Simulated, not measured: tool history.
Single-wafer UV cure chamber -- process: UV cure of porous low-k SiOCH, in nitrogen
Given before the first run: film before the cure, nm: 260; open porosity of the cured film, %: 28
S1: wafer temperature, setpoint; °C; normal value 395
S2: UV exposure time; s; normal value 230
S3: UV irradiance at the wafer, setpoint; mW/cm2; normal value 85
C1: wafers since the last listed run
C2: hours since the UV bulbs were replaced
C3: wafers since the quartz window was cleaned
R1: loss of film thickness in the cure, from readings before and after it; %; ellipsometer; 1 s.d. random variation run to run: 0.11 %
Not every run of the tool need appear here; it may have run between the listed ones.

| run | hour | S1 | S2 | S3 | C1 | C2 | C3 | R1 |
|---|---|---|---|---|---|---|---|---|
| 1 | 0.0 | 395 | 230 | 85 | 0 | 2134.2 | 2832 | 10.076 |
| 2 | 7.7 | 395 | 230 | 85 | 50 | 2141.9 | 2882 | 9.965 |
| 3 | 60.9 | 395 | 230 | 85 | 351 | 2195.1 | 3233 | 9.727 |
| 4 | 77.2 | 395 | 230 | 85 | 107 | 2211.4 | 3341 | 9.636 |
| 5 | 94.0 | 395 | 290 | 85 | 110 | 2228.2 | 3452 | 10.896 |
|  | 107.9 | UV bulbs replaced |
| 6 | 108.4 | 395 | 230 | 115 | 42 | 0.5 | 3494 | 13.208 |
| 7 | 122.8 | 395 | 310 | 85 | 95 | 14.9 | 3589 | 13.425 |
| 8 | 153.7 | 395 | 310 | 85 | 203 | 45.8 | 3793 | 13.149 |
| 9 | 160.0 | 395 | 230 | 85 | 41 | 52.1 | 3835 | 11.681 |
|  | 169.7 | quartz window cleaned |
| 10 | 177.1 | 395 | 230 | 85 | 60 | 69.2 | 48 | 12.710 |
| 11 | 185.8 | 407 | 145 | 85 | 57 | 77.9 | 106 | 10.611 |
| 12 | 196.4 | 395 | 230 | 85 | 69 | 88.5 | 176 | 12.530 |
| 13 | 209.7 | 377 | 185 | 57 | 87 | 101.8 | 264 | 9.294 |
| 14 | 226.5 | 407 | 145 | 85 | 110 | 118.6 | 375 | 10.587 |
| 15 | 242.8 | 395 | 230 | 52 | 107 | 134.9 | 482 | 10.016 |
| 16 | 260.2 | 382 | 230 | 85 | 114 | 152.3 | 597 | 12.013 |
| 17 | 272.2 | 376 | 120 | 64 | 79 | 164.3 | 676 | 7.570 |
| 18 | 285.7 | 411 | 300 | 73 | 89 | 177.8 | 765 | 13.061 |
| 19 | 297.5 | 395 | 135 | 123 | 77 | 189.6 | 843 | 11.524 |
| 20 | 314.5 | 395 | 115 | 85 | 112 | 206.6 | 955 | 8.807 |
| 21 | 328.6 | 404 | 230 | 104 | 93 | 220.7 | 1048 | 13.205 |

Each row is a separate what-if for the run after 21, all from the same tool condition, not one after another. Results?
| A | 329.0 | 395 | 230 | 85 | 2 | 221.1 | 1051 | ? |
| B | 329.0 | 404 | 325 | 104 | 2 | 221.1 | 1051 | ? |
| C | 329.0 | 388 | 100 | 58 | 2 | 221.1 | 1051 | ? |
| D | 329.0 | 410 | 265 | 122 | 2 | 221.1 | 1051 | ? |

| run | R1 |
|---|---|
| A | 12.212 |
| B | 15.178 |
| C | 6.401 |
| D | 15.063 |
Take away the tool's hidden state, keep each run's random variation, and the runs would have read:
| run | R1 |
|---|---|
| A | 13.142 |
| B | 16.157 |
| C | 7.208 |
| D | 16.041 |

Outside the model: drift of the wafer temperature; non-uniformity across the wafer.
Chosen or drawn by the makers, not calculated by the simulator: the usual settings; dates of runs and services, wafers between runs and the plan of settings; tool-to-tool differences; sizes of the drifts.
